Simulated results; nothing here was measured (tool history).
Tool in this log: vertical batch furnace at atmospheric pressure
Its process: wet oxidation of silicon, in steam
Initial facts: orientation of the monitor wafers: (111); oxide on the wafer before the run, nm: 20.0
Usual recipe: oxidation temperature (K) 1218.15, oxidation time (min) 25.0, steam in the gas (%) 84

run    hour  oxidation temperature (K)  oxidation time (min)  steam in the gas (%)  wafers since the last listed run  hours since the last temperature calibration  hours since the steam generator was serviced  hours since the gauge calibration  read-back reference wafer on the same gauge, thickness  oxide thickness on the monitor wafer (nm)
  1     0.0                    1218.15                  25.0                    84                                 0                                        4646.7                                        3291.8                              743.9                                                  181.19                                     168.13
  2    66.5                    1234.15                  25.0                    84                              1158                                        4713.2                                        3358.3                              810.4                                                  180.94                                     192.31
  3   149.4                    1234.15                  25.0                    84                              1443                                        4796.1                                        3441.2                              893.3                                                  180.50                                     191.97
  4   239.7                    1218.15                  25.0                    84                              1572                                        4886.4                                        3531.5                              983.6                                                  180.02                                     166.77
  5   311.8                    1218.15                  25.0                    84                              1255                                        4958.5                                        3603.6                             1055.7                                                  179.87                                     166.22
  6   391.5                    1218.15                  25.0                    84                              1388                                        5038.2                                        3683.3                             1135.4                                                  179.30                                     166.26
      502.8  -- gauge calibrated
      508.5  -- thermocouples replaced and temperature profile calibrated
  7   509.0                    1218.15                  25.0                    84                              1628                                           0.5                                        3800.8                                6.2                                                  183.30                                     169.38
  8   584.7                    1218.15                  25.0                    84                              1318                                          76.2                                        3876.5                               81.9                                                  183.24                                     169.89
  9   651.8                    1198.15                  25.0                    84                              1168                                         143.3                                        3943.6                              149.0                                                  182.83                                     142.18
 10   701.6                    1218.15                  22.0                    84                               867                                         193.1                                        3993.4                              198.8                                                  182.86                                     154.70
 11   786.7                    1218.15                  25.0                    84                              1482                                         278.2                                        4078.5                              283.9                                                  182.98                                     170.24
 12   880.2                    1230.15                  25.0                    84                              1628                                         371.7                                        4172.0                              377.4                                                  182.92                                     188.34
      946.9  -- steam generator serviced
 13   966.7                    1218.15                  32.0                    89                              1088                                         458.2                                          19.8                              463.9                                                  182.53                                     209.17
 14  1038.8                    1238.15                  13.0                    73                              1255                                         530.3                                          91.9                              536.0                                                  182.40                                     115.24
 15  1093.2                    1218.15                  22.0                    93                               947                                         584.7                                         146.3                              590.4                                                  182.39                                     165.58
 16  1138.8                    1218.15                  25.0                    84                               794                                         630.3                                         191.9                              636.0                                                  182.14                                     168.65
 17  1230.5                    1194.15                  32.0                    77                              1597                                         722.0                                         283.6                              727.7                                                  181.72                                     153.95
 18  1283.4                    1218.15                  25.0                    92                               921                                         774.9                                         336.5                              780.6                                                  181.53                                     180.73
 19  1357.7                    1238.15                  13.0                    73                              1294                                         849.2                                         410.8                              854.9                                                  181.29                                     114.15
 20  1462.8                    1218.15                  25.0                    76                              1830                                         954.3                                         515.9                              960.0                                                  180.82                                     156.08
 21  1522.7                    1229.15                  25.0                    84                              1043                                        1014.2                                         575.8                             1019.9                                                  180.60                                     183.97
 22  1575.6                    1239.15                  25.0                    84                               921                                        1067.1                                         628.7                             1072.8                                                  180.34                                     199.17

Here are 5 independent what-if runs from the current tool condition. What would each one return?
  A  1579.4                    1218.15                  35.0                    84                                66                                        1070.9                                         632.5                             1076.6                                                       ?                                          ?
  B  1579.4                    1238.15                  15.5                    90                                66                                        1070.9                                         632.5                             1076.6                                                       ?                                          ?
  C  1579.4                    1234.15                  32.5                    84                                66                                        1070.9                                         632.5                             1076.6                                                       ?                                          ?
  D  1579.4                    1218.15                  19.0                    87                                66                                        1070.9                                         632.5                             1076.6                                                       ?                                          ?
  E  1579.4                    1198.15                  21.0                    80                                66                                        1070.9                                         632.5                             1076.6                                                       ?                                          ?

run  read-back reference wafer on the same gauge, thickness  oxide thickness on the monitor wafer (nm)
  A                                                  180.24                                     212.68
  B                                                  180.24                                     148.74
  C                                                  180.24                                     230.07
  D                                                  180.24                                     140.81
  E                                                  180.24                                     119.30
Take away the tool's hidden state, keep each run's random variation, and the runs would have read:
run  oxide thickness on the monitor wafer (nm)
  A                                     215.87
  B                                     150.97
  C                                     233.52
  D                                     142.92
  E                                     121.09
